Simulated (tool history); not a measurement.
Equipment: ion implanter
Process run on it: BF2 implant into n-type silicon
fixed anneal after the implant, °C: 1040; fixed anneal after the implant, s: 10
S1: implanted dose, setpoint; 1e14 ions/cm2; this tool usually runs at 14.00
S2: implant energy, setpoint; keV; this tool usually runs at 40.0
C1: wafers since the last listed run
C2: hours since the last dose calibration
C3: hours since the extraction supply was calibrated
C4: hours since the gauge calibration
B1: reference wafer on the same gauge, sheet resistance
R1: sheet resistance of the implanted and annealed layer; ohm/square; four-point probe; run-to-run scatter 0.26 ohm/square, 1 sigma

Run 1, day 0.000: usual settings; C1 0; C2 1709.9; C3 3577.6; C4 700.3; B1 108.99. Result: R1 113.48 ohm/square.
Run 2, day 2.096: usual settings; C1 1388; C2 1760.2; C3 3627.9; C4 750.6; B1 109.03. Result: R1 113.47 ohm/square.
Run 3, day 4.679: usual settings; C1 1711; C2 1822.2; C3 3689.9; C4 812.6; B1 109.02. Result: R1 113.53 ohm/square.
Run 4, day 5.850: usual settings; C1 775; C2 1850.3; C3 3718.0; C4 840.7; B1 109.02. Result: R1 113.41 ohm/square.
Run 5, day 7.775: usual settings; C1 1275; C2 1896.5; C3 3764.2; C4 886.9; B1 108.98. Result: R1 113.14 ohm/square.
Run 6, day 9.650: usual settings; C1 1242; C2 1941.5; C3 3809.2; C4 931.9; B1 108.98. Result: R1 113.61 ohm/square.
Run 7, day 11.621: usual settings but S2 46.5 keV; C1 1305; C2 1988.8; C3 3856.5; C4 979.2; B1 108.97. Result: R1 108.09 ohm/square.
Run 8, day 13.221: usual settings; C1 1060; C2 2027.2; C3 3894.9; C4 1017.6; B1 109.03. Result: R1 114.16 ohm/square.
Run 9, day 15.371: usual settings but S1 16.98 1e14 ions/cm2; C1 1424; C2 2078.8; C3 3946.5; C4 1069.2; B1 108.99. Result: R1 106.84 ohm/square.
Run 10, day 16.442: usual settings but S1 16.98 1e14 ions/cm2; C1 709; C2 2104.5; C3 3972.2; C4 1094.9; B1 108.93. Result: R1 106.58 ohm/square.
Run 11, day 19.308: usual settings but S1 16.98 1e14 ions/cm2; C1 1899; C2 2173.3; C3 4041.0; C4 1163.7; B1 109.06. Result: R1 106.08 ohm/square.
Run 12, day 20.758: usual settings; C1 960; C2 2208.1; C3 4075.8; C4 1198.5; B1 109.00. Result: R1 113.72 ohm/square.
Run 13, day 23.429: usual settings; C1 1769; C2 2272.2; C3 4139.9; C4 1262.6; B1 108.99. Result: R1 113.36 ohm/square.
Run 14, day 25.179: usual settings; C1 1159; C2 2314.2; C3 4181.9; C4 1304.6; B1 109.01. Result: R1 113.18 ohm/square.
Run 15, day 27.475: usual settings but S2 32.5 keV; C1 1521; C2 2369.3; C3 4237.0; C4 1359.7; B1 108.99. Result: R1 123.27 ohm/square.
Run 16, day 29.025: usual settings but S1 11.29 1e14 ions/cm2, S2 52.5 keV; C1 1026; C2 2406.5; C3 4274.2; C4 1396.9; B1 108.95. Result: R1 118.39 ohm/square.
Run 17, day 30.312: usual settings but S1 16.62 1e14 ions/cm2, S2 45.5 keV; C1 853; C2 2437.4; C3 4305.1; C4 1427.8; B1 108.93. Result: R1 101.61 ohm/square.
At day 34.904: extraction supply calibrated.
Run 18, day 35.433: usual settings but S2 31.0 keV; C1 3172; C2 2560.3; C3 12.7; C4 1550.7; B1 109.03. Result: R1 125.68 ohm/square.
Run 19, day 38.312: usual settings but S1 10.42 1e14 ions/cm2, S2 45.0 keV; C1 1907; C2 2629.4; C3 81.8; C4 1619.8; B1 109.01. Result: R1 129.47 ohm/square.
At day 39.092: Faraday cup replaced and dose calibrated.
Run 20, day 40.400: usual settings but S2 34.0 keV; C1 1162; C2 31.4; C3 131.9; C4 1669.9; B1 109.03. Result: R1 118.94 ohm/square.
Run 21, day 42.288: usual settings; C1 1250; C2 76.7; C3 177.2; C4 1715.2; B1 108.93. Result: R1 112.08 ohm/square.
At day 42.508: gauge calibrated.
Run 22, day 43.325: usual settings but S1 12.77 1e14 ions/cm2, S2 27.0 keV; C1 687; C2 101.6; C3 202.1; C4 19.6; B1 108.99. Result: R1 134.46 ohm/square.
Run 23, day 44.517: usual settings but S2 49.5 keV; C1 789; C2 130.2; C3 230.7; C4 48.2; B1 109.05. Result: R1 103.70 ohm/square.
Run 24, day 47.033: usual settings; C1 1667; C2 190.6; C3 291.1; C4 108.6; B1 108.99. Result: R1 112.03 ohm/square.
Run 25, day 49.683: usual settings but S1 15.50 1e14 ions/cm2, S2 30.0 keV; C1 1755; C2 254.2; C3 354.7; C4 172.2; B1 109.01. Result: R1 122.58 ohm/square.
Run 26, day 51.571: usual settings but S1 17.54 1e14 ions/cm2, S2 48.5 keV; C1 1250; C2 299.5; C3 400.0; C4 217.5; B1 109.10. Result: R1 96.51 ohm/square.
Run 27, day 52.912: usual settings but S1 11.15 1e14 ions/cm2, S2 31.0 keV; C1 888; C2 331.7; C3 432.2; C4 249.7; B1 109.03. Result: R1 136.54 ohm/square.
Run 28, day 55.883: usual settings but S1 11.95 1e14 ions/cm2, S2 48.0 keV; C1 1968; C2 403.0; C3 503.5; C4 321.0; B1 108.99. Result: R1 114.79 ohm/square.
Run 29, day 58.558: usual settings but S1 12.90 1e14 ions/cm2, S2 44.5 keV; C1 1772; C2 467.2; C3 567.7; C4 385.2; B1 108.95. Result: R1 112.51 ohm/square.
Run 30, day 60.342: usual settings; C1 1181; C2 510.0; C3 610.5; C4 428.0; B1 108.99. Result: R1 112.64 ohm/square.
Run 31, day 63.183: usual settings but S1 10.73 1e14 ions/cm2, S2 32.0 keV; C1 1882; C2 578.2; C3 678.7; C4 496.2; B1 109.01. Result: R1 138.44 ohm/square.

How the hidden state differs across the entries between the runs, from the last listed run before each to the first after it:
From run 17 to run 18: extraction supply calibrated (day 34.904)
  deviation of the true dose from the Faraday cup's reading, %: -4.61 -> -4.64
  measured minus no-state result, R1: +1.47 -> +1.88 ohm/square
From run 19 to run 20: Faraday cup replaced and dose calibrated (day 39.092)
  deviation of the true dose from the Faraday cup's reading, %: -4.66 -> -0.377
  measured minus no-state result, R1: +4.17 -> +0.14 ohm/square
From run 21 to run 22: gauge calibrated (day 42.508)
  deviation of the true dose from the Faraday cup's reading, %: -0.649 -> -0.793
  measured minus no-state result, R1: +0.27 -> +0.37 ohm/square

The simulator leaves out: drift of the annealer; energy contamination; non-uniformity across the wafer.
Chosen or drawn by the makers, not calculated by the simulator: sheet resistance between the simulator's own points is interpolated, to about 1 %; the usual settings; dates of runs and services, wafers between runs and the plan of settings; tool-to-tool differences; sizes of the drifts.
